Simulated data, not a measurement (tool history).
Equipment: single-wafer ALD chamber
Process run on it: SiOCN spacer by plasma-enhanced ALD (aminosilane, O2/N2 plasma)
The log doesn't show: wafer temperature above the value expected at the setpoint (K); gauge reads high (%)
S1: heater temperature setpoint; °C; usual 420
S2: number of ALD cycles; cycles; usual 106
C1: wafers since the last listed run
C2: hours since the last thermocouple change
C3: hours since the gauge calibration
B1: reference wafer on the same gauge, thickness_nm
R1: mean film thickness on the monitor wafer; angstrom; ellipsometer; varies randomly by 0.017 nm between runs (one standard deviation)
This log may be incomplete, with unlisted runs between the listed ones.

| run | hour | S1 | S2 | C1 | C2 | C3 | B1 | R1 |
|---|---|---|---|---|---|---|---|---|
| 1 | 0.0 | 420 | 106 | 0 | 606.6 | 48.1 | 7.033 | 65.49 |
| 2 | 8.9 | 420 | 106 | 26 | 615.5 | 57.0 | 7.030 | 65.84 |
| 3 | 15.2 | 420 | 106 | 18 | 621.8 | 63.3 | 7.029 | 66.10 |
| 4 | 28.3 | 420 | 106 | 38 | 634.9 | 76.4 | 7.031 | 65.68 |
| 5 | 34.3 | 420 | 106 | 17 | 640.9 | 82.4 | 7.028 | 65.60 |
| 6 | 51.7 | 420 | 106 | 51 | 658.3 | 99.8 | 7.032 | 65.82 |
| 7 | 61.7 | 420 | 106 | 29 | 668.3 | 109.8 | 7.029 | 65.88 |
| 8 | 68.1 | 420 | 106 | 18 | 674.7 | 116.2 | 7.035 | 65.70 |
| 9 | 77.4 | 420 | 106 | 27 | 684.0 | 125.5 | 7.029 | 65.70 |
| 10 | 88.1 | 420 | 106 | 31 | 694.7 | 136.2 | 7.028 | 65.34 |
| 11 | 94.2 | 420 | 106 | 18 | 700.8 | 142.3 | 7.031 | 65.73 |
| 12 | 101.5 | 414 | 106 | 21 | 708.1 | 149.6 | 7.029 | 66.86 |
| 13 | 117.6 | 414 | 106 | 47 | 724.2 | 165.7 | 7.030 | 66.64 |
| 14 | 131.7 | 414 | 106 | 41 | 738.3 | 179.8 | 7.032 | 66.72 |
| 15 | 141.5 | 420 | 123 | 28 | 748.1 | 189.6 | 7.030 | 76.06 |
| 16 | 147.6 | 420 | 123 | 18 | 754.2 | 195.7 | 7.029 | 76.15 |
| 17 | 155.8 | 420 | 106 | 24 | 762.4 | 203.9 | 7.034 | 65.47 |
| 18 | 164.1 | 420 | 106 | 24 | 770.7 | 212.2 | 7.028 | 65.59 |
| 19 | 180.6 | 420 | 106 | 48 | 787.2 | 228.7 | 7.028 | 65.25 |
| 20 | 196.3 | 420 | 106 | 46 | 802.9 | 244.4 | 7.028 | 65.23 |
| 21 | 204.5 | 420 | 106 | 24 | 811.1 | 252.6 | 7.032 | 65.63 |
| 22 | 214.3 | 420 | 95 | 28 | 820.9 | 262.4 | 7.028 | 58.93 |
| 23 | 221.5 | 420 | 106 | 21 | 828.1 | 269.6 | 7.030 | 65.38 |
| 24 | 238.8 | 420 | 106 | 51 | 845.4 | 286.9 | 7.031 | 65.01 |
| 25 | 255.2 | 414 | 106 | 48 | 861.8 | 303.3 | 7.033 | 66.54 |
| 26 | 264.0 | 412 | 89 | 26 | 870.6 | 312.1 | 7.032 | 56.43 |
| 27 | 278.7 | 420 | 89 | 43 | 885.3 | 326.8 | 7.030 | 54.54 |
| 28 | 293.5 | 426 | 126 | 43 | 900.1 | 341.6 | 7.032 | 76.20 |
| 29 | 301.3 | 425 | 92 | 23 | 907.9 | 349.4 | 7.035 | 55.55 |
| 30 | 309.5 | 420 | 106 | 24 | 916.1 | 357.6 | 7.032 | 65.29 |
| 31 | 317.7 | 424 | 93 | 24 | 924.3 | 365.8 | 7.029 | 56.58 |
| 32 | 345.8 | 430 | 120 | 83 | 952.4 | 393.9 | 7.031 | 71.48 |
| 33 | 396.8 | 416 | 86 | 150 | 1003.4 | 444.9 | 7.031 | 53.65 |
|  | 411.7 | thermocouple changed; heater temperature recalibrated |
| 34 | 412.2 | 416 | 97 | 21 | 0.5 | 460.3 | 7.030 | 61.57 |
| 35 | 415.2 | 415 | 106 | 8 | 3.5 | 463.3 | 7.029 | 67.51 |
|  | 423.1 | gauge calibrated |
| 36 | 425.2 | 420 | 106 | 29 | 13.5 | 2.1 | 7.029 | 66.47 |
| 37 | 438.4 | 420 | 97 | 39 | 26.7 | 15.3 | 7.028 | 60.72 |
| 38 | 455.4 | 420 | 106 | 50 | 43.7 | 32.3 | 7.030 | 66.47 |
| 39 | 465.1 | 430 | 91 | 28 | 53.4 | 42.0 | 7.031 | 55.08 |
| 40 | 477.2 | 429 | 106 | 35 | 65.5 | 54.1 | 7.025 | 64.40 |
| 41 | 494.3 | 420 | 98 | 50 | 82.6 | 71.2 | 7.031 | 61.50 |
| 42 | 507.3 | 407 | 113 | 38 | 95.6 | 84.2 | 7.027 | 74.00 |
| 43 | 515.8 | 409 | 99 | 25 | 104.1 | 92.7 | 7.027 | 64.31 |
| 44 | 527.3 | 407 | 97 | 33 | 115.6 | 104.2 | 7.031 | 63.65 |
| 45 | 539.8 | 430 | 112 | 36 | 128.1 | 116.7 | 7.029 | 67.60 |

Hidden condition of the tool, last listed run before each entry between runs versus first listed run after:
Logged between run 33 and run 34: thermocouple changed; heater temperature recalibrated (hour 411.7)
  wafer temperature above the value expected at the setpoint (K): 6.52 -> 0.872
  measured result minus the result with no hidden state, R1: -1.19 -> -0.18 angstrom
Logged between run 35 and run 36: gauge calibrated (hour 423.1)
  wafer temperature above the value expected at the setpoint (K): 0.888 -> 0.943
  measured result minus the result with no hidden state, R1: -0.20 -> -0.21 angstrom
